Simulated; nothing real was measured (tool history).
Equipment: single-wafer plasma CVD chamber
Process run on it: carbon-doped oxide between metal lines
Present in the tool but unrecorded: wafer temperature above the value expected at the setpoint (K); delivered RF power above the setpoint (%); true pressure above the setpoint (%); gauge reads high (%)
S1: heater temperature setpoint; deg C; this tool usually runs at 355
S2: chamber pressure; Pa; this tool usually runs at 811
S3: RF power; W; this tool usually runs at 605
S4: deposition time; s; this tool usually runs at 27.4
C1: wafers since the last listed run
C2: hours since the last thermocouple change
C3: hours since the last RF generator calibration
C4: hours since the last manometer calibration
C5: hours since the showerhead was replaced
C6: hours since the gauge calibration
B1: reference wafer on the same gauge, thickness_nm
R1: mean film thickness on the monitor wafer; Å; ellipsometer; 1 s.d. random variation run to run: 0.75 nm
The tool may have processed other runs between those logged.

Run 1, day 0: usual settings; C1 0; C2 1428.4; C3 2104.5; C4 856.1; C5 6347; C6 78; B1 165.965. Result: R1 1490.21 Å.
Run 2, day 1.596: usual settings; C1 879; C2 1466.7; C3 2142.8; C4 894.4; C5 6385.3; C6 116.3; B1 165.961. Result: R1 1483.87 Å.
Run 3, day 3.917: usual settings; C1 1278; C2 1522.4; C3 2198.5; C4 950.1; C5 6441; C6 172; B1 165.986. Result: R1 1462.8 Å.
Run 4, day 5.746: usual settings; C1 1007; C2 1566.3; C3 2242.4; C4 994; C5 6484.9; C6 215.9; B1 166.086. Result: R1 1474.08 Å.
Run 5, day 6.825: usual settings; C1 594; C2 1592.2; C3 2268.3; C4 1019.9; C5 6510.8; C6 241.8; B1 165.951. Result: R1 1468.85 Å.
At day 7.896: showerhead replaced.
Run 6, day 9.05: usual settings but S3 700 W; C1 1042; C2 1645.6; C3 2321.7; C4 1073.3; C5 27.7; C6 295.2; B1 166.022. Result: R1 1594.2 Å.
Run 7, day 11.292: usual settings; C1 1234; C2 1699.4; C3 2375.5; C4 1127.1; C5 81.5; C6 349; B1 166.126. Result: R1 1470.72 Å.
Run 8, day 12.967: usual settings; C1 922; C2 1739.6; C3 2415.7; C4 1167.3; C5 121.7; C6 389.2; B1 166.038. Result: R1 1465.96 Å.
Run 9, day 14.467: usual settings; C1 826; C2 1775.6; C3 2451.7; C4 1203.3; C5 157.7; C6 425.2; B1 166.024. Result: R1 1464.48 Å.
Run 10, day 17.183: usual settings but S1 365 deg C, S4 32.7 s; C1 1496; C2 1840.8; C3 2516.9; C4 1268.5; C5 222.9; C6 490.4; B1 165.989. Result: R1 1689.68 Å.
Run 11, day 18.679: usual settings but S1 368 deg C, S2 617 Pa, S3 690 W, S4 29.2 s; C1 824; C2 1876.7; C3 2552.8; C4 1304.4; C5 258.8; C6 526.3; B1 166.065. Result: R1 1586.46 Å.
Run 12, day 19.988: usual settings but S1 349 deg C, S4 30.6 s; C1 720; C2 1908.1; C3 2584.2; C4 1335.8; C5 290.2; C6 557.7; B1 165.988. Result: R1 1647.24 Å.
Run 13, day 22.925: usual settings but S1 360 deg C, S2 1003 Pa; C1 1618; C2 1978.6; C3 2654.7; C4 1406.3; C5 360.7; C6 628.2; B1 166.043. Result: R1 1454.81 Å.
At day 23.325: RF generator calibrated.
At day 23.929: capacitance manometer re-zeroed and calibrated.
Run 14, day 25.538: usual settings but S2 940 Pa, S4 25.4 s; C1 1071; C2 2041.3; C3 53.1; C4 38.6; C5 423.4; C6 690.9; B1 166.019. Result: R1 1431.44 Å.
Run 15, day 26.992: usual settings but S1 340 deg C, S2 931 Pa, S3 520 W; C1 801; C2 2076.2; C3 88; C4 73.5; C5 458.3; C6 725.8; B1 166.064. Result: R1 1482.22 Å.
Run 16, day 28.321: usual settings but S1 370 deg C, S3 495 W, S4 24.2 s; C1 732; C2 2108.1; C3 119.9; C4 105.4; C5 490.2; C6 757.7; B1 166.1. Result: R1 1180.28 Å.

Run 17, settings as shown, results not yet in. Your forecast:
At day 30.562: thermocouple changed; heater temperature recalibrated.
Run 17, day 30.838: usual settings but S4 23.2 s; C1 1202; C2 6.6; C3 180.3; C4 165.8; C5 550.6; C6 818.1; B1 ?. Result: R1 ?.

B1: 165.905
R1: 1292.95 Å
Minus the tool's unlogged condition, the same run would have read R1 1293.83 Å.
